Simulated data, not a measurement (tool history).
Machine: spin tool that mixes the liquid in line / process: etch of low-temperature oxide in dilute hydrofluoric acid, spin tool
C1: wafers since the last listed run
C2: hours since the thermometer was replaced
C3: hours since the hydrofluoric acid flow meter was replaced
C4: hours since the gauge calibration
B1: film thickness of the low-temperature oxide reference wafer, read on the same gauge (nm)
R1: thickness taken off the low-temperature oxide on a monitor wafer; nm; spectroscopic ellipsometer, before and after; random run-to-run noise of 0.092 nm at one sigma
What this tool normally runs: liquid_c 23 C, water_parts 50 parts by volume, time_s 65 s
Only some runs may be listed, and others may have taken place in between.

{"run": 1, "hour": 0.0, "liquid_c": 23, "water_parts": 30, "time_s": 65, "C1": 0, "C2": 19.5, "C3": 189, "C4": 575, "B1": 130.03, "R1": 50.1}
{"run": 2, "hour": 65.2, "liquid_c": 19.5, "water_parts": 50, "time_s": 65, "C1": 836, "C2": 84.7, "C3": 254.2, "C4": 640.2, "B1": 130.01, "R1": 25.42}
{"run": 3, "hour": 120.0, "liquid_c": 19.5, "water_parts": 50, "time_s": 65, "C1": 703, "C2": 139.5, "C3": 309, "C4": 695, "B1": 129.95, "R1": 25.3}
{"run": 4, "hour": 205.6, "liquid_c": 19.5, "water_parts": 50, "time_s": 65, "C1": 1098, "C2": 225.1, "C3": 394.6, "C4": 780.6, "B1": 129.99, "R1": 25.53}
{"run": 5, "hour": 244.5, "liquid_c": 23, "water_parts": 50, "time_s": 65, "C1": 499, "C2": 264, "C3": 433.5, "C4": 819.5, "B1": 129.97, "R1": 29.36}
{"run": 6, "hour": 338.5, "liquid_c": 23, "water_parts": 50, "time_s": 65, "C1": 1205, "C2": 358, "C3": 527.5, "C4": 913.5, "B1": 130.02, "R1": 29.39}
{"hour": 351.4, "done": "hydrofluoric acid flow meter replaced"}
{"run": 7, "hour": 394.6, "liquid_c": 23, "water_parts": 50, "time_s": 65, "C1": 706, "C2": 414.1, "C3": 43.2, "C4": 969.6, "B1": 130.06, "R1": 29.44}
{"run": 8, "hour": 470.2, "liquid_c": 23, "water_parts": 50, "time_s": 65, "C1": 969, "C2": 489.7, "C3": 118.8, "C4": 1045.2, "B1": 129.99, "R1": 29.53}
{"run": 9, "hour": 713.6, "liquid_c": 23, "water_parts": 50, "time_s": 65, "C1": 3122, "C2": 733.1, "C3": 362.2, "C4": 1288.6, "B1": 130, "R1": 29.87}
{"run": 10, "hour": 780.0, "liquid_c": 23, "water_parts": 50, "time_s": 65, "C1": 851, "C2": 799.5, "C3": 428.6, "C4": 1355, "B1": 130.01, "R1": 29.78}
{"run": 11, "hour": 846.3, "liquid_c": 23, "water_parts": 50, "time_s": 65, "C1": 850, "C2": 865.8, "C3": 494.9, "C4": 1421.3, "B1": 130.01, "R1": 29.76}
{"hour": 909.9, "done": "gauge calibrated"}
{"run": 12, "hour": 921.8, "liquid_c": 23, "water_parts": 50, "time_s": 65, "C1": 968, "C2": 941.3, "C3": 570.4, "C4": 11.9, "B1": 129.99, "R1": 29.76}
{"hour": 992.3, "done": "hydrofluoric acid flow meter replaced"}
{"run": 13, "hour": 1006.0, "liquid_c": 23, "water_parts": 65, "time_s": 65, "C1": 1067, "C2": 1025.5, "C3": 13.7, "C4": 96.1, "B1": 129.95, "R1": 22.51}
{"run": 14, "hour": 1113.0, "liquid_c": 23, "water_parts": 50, "time_s": 65, "C1": 1372, "C2": 1132.5, "C3": 120.7, "C4": 203.1, "B1": 130.02, "R1": 30.08}
{"run": 15, "hour": 1177.1, "liquid_c": 27, "water_parts": 50, "time_s": 40, "C1": 822, "C2": 1196.6, "C3": 184.8, "C4": 267.2, "B1": 129.99, "R1": 21.77}
{"hour": 1268.7, "done": "thermometer replaced"}
{"run": 16, "hour": 1271.7, "liquid_c": 20, "water_parts": 50, "time_s": 65, "C1": 1200, "C2": 3, "C3": 279.4, "C4": 361.8, "B1": 130.01, "R1": 25.9}
{"run": 17, "hour": 1319.4, "liquid_c": 23, "water_parts": 50, "time_s": 65, "C1": 611, "C2": 50.7, "C3": 327.1, "C4": 409.5, "B1": 130.04, "R1": 29.36}
{"run": 18, "hour": 1413.9, "liquid_c": 23, "water_parts": 30, "time_s": 65, "C1": 1212, "C2": 145.2, "C3": 421.6, "C4": 504, "B1": 129.96, "R1": 50.17}
{"run": 19, "hour": 1521.1, "liquid_c": 23, "water_parts": 25, "time_s": 65, "C1": 1375, "C2": 252.4, "C3": 528.8, "C4": 611.2, "B1": 130.01, "R1": 60.85}
{"hour": 1589.4, "done": "hydrofluoric acid flow meter replaced"}
{"run": 20, "hour": 1624.3, "liquid_c": 23, "water_parts": 50, "time_s": 65, "C1": 1311, "C2": 355.6, "C3": 34.9, "C4": 714.4, "B1": 129.99, "R1": 29.58}
{"run": 21, "hour": 1730.0, "liquid_c": 27, "water_parts": 40, "time_s": 25, "C1": 1356, "C2": 461.3, "C3": 140.6, "C4": 820.1, "B1": 130.03, "R1": 17.04}
{"run": 22, "hour": 1831.7, "liquid_c": 18, "water_parts": 50, "time_s": 65, "C1": 1304, "C2": 563, "C3": 242.3, "C4": 921.8, "B1": 129.97, "R1": 24.16}
{"run": 23, "hour": 1902.2, "liquid_c": 23, "water_parts": 50, "time_s": 65, "C1": 904, "C2": 633.5, "C3": 312.8, "C4": 992.3, "B1": 129.96, "R1": 29.73}
{"run": 24, "hour": 1958.9, "liquid_c": 18.5, "water_parts": 30, "time_s": 95, "C1": 727, "C2": 690.2, "C3": 369.5, "C4": 1049, "B1": 130, "R1": 61.38}
{"run": 25, "hour": 2043.6, "liquid_c": 23, "water_parts": 50, "time_s": 105, "C1": 1086, "C2": 774.9, "C3": 454.2, "C4": 1133.7, "B1": 130.03, "R1": 47.9}

Alternative continuations, all from the tool just after run 25; predict every row:
{"run": "A", "hour": 2044.0, "liquid_c": 25, "water_parts": 50, "time_s": 65, "C1": 5, "C2": 775.3, "C3": 454.6, "C4": 1134.1, "B1": "?", "R1": "?"}
{"run": "B", "hour": 2044.0, "liquid_c": 20.5, "water_parts": 40, "time_s": 100, "C1": 5, "C2": 775.3, "C3": 454.6, "C4": 1134.1, "B1": "?", "R1": "?"}
{"run": "C", "hour": 2044.0, "liquid_c": 21, "water_parts": 35, "time_s": 30, "C1": 5, "C2": 775.3, "C3": 454.6, "C4": 1134.1, "B1": "?", "R1": "?"}
{"run": "D", "hour": 2044.0, "liquid_c": 18, "water_parts": 50, "time_s": 35, "C1": 5, "C2": 775.3, "C3": 454.6, "C4": 1134.1, "B1": "?", "R1": "?"}

run=A B1=130.04 R1=32.38
run=B B1=130.04 R1=52.32
run=C B1=130.04 R1=18.44
run=D B1=130.04 R1=13.01
Take away the tool's hidden state, keep each run's random variation, and the runs would have read:
run=A R1=31.82
run=B R1=51.37
run=C R1=18.1
run=D R1=12.77

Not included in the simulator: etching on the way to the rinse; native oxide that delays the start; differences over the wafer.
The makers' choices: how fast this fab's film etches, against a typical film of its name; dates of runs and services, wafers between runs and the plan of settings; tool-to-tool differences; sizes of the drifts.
